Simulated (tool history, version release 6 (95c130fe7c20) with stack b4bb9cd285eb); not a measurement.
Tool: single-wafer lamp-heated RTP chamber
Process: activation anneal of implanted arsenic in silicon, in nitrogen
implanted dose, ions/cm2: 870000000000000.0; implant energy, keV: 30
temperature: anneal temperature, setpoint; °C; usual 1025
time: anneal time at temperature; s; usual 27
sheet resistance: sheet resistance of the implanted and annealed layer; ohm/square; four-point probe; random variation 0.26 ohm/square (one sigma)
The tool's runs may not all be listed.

| run | hour | temperature | time | wafers since the last listed run | wafers since the last pyrometer calibration | wafers since the reflector plate was cleaned | hours since the gauge calibration | read-back reference wafer on the same gauge, sheet resistance | sheet resistance |
|---|---|---|---|---|---|---|---|---|---|
| 1 | 0.0 | 1025 | 27 | 0 | 5165 | 2408 | 352.8 | 120.02 | 127.89 |
| 2 | 25.2 | 1025 | 27 | 278 | 5444 | 2687 | 378.0 | 120.01 | 128.10 |
|  | 63.3 | pyrometer window cleaned and pyrometer calibrated |
| 3 | 63.8 | 1025 | 27 | 338 | 5 | 3025 | 416.6 | 120.03 | 129.06 |
| 4 | 200.2 | 1044 | 17 | 1506 | 1512 | 4531 | 553.0 | 119.99 | 128.60 |
| 5 | 264.2 | 1044 | 17 | 707 | 2219 | 5238 | 617.0 | 119.95 | 128.56 |
| 6 | 295.2 | 1019 | 23 | 342 | 2561 | 5581 | 648.0 | 120.02 | 129.70 |
|  | 368.6 | reflector plate cleaned |
| 7 | 420.9 | 1019 | 23 | 1300 | 3862 | 577 | 773.7 | 120.02 | 129.13 |
| 8 | 469.6 | 1019 | 23 | 537 | 4400 | 1115 | 822.4 | 119.99 | 129.05 |
| 9 | 524.8 | 997 | 12 | 609 | 5009 | 1725 | 877.6 | 120.03 | 134.62 |
| 10 | 582.5 | 997 | 32 | 637 | 5647 | 2362 | 935.3 | 119.89 | 129.46 |
|  | 604.8 | pyrometer window cleaned and pyrometer calibrated |
| 11 | 641.5 | 1025 | 16 | 563 | 405 | 2926 | 994.3 | 119.94 | 131.13 |
|  | 695.3 | gauge calibrated |
| 12 | 700.6 | 1025 | 27 | 652 | 1058 | 3579 | 5.3 | 119.98 | 128.30 |
| 13 | 770.0 | 1039 | 15 | 766 | 1824 | 4345 | 74.7 | 119.97 | 129.56 |
| 14 | 819.1 | 1007 | 20 | 542 | 2367 | 4888 | 123.8 | 119.99 | 130.98 |
| 15 | 882.3 | 1025 | 27 | 698 | 3065 | 5586 | 187.0 | 120.06 | 128.55 |
| 16 | 912.8 | 1013 | 21 | 336 | 3402 | 5923 | 217.5 | 119.95 | 130.59 |
|  | 922.6 | reflector plate cleaned |
| 17 | 978.9 | 1047 | 27 | 641 | 4044 | 622 | 283.6 | 120.01 | 125.63 |

Forecast each of these 3 alternatives for the next run:
| A | 979.3 | 1025 | 27 | 4 | 4048 | 626 | 284.0 | ? | ? |
| B | 979.3 | 1039 | 27 | 4 | 4048 | 626 | 284.0 | ? | ? |
| C | 979.3 | 1051 | 39 | 4 | 4048 | 626 | 284.0 | ? | ? |

| run | read-back reference wafer on the same gauge, sheet resistance | sheet resistance |
|---|---|---|
| A | 119.96 | 127.98 |
| B | 119.96 | 126.34 |
| C | 119.96 | 122.40 |
Without the tool's hidden state the same runs would have given:
| run | sheet resistance |
|---|---|
| A | 129.27 |
| B | 127.76 |
| C | 124.14 |
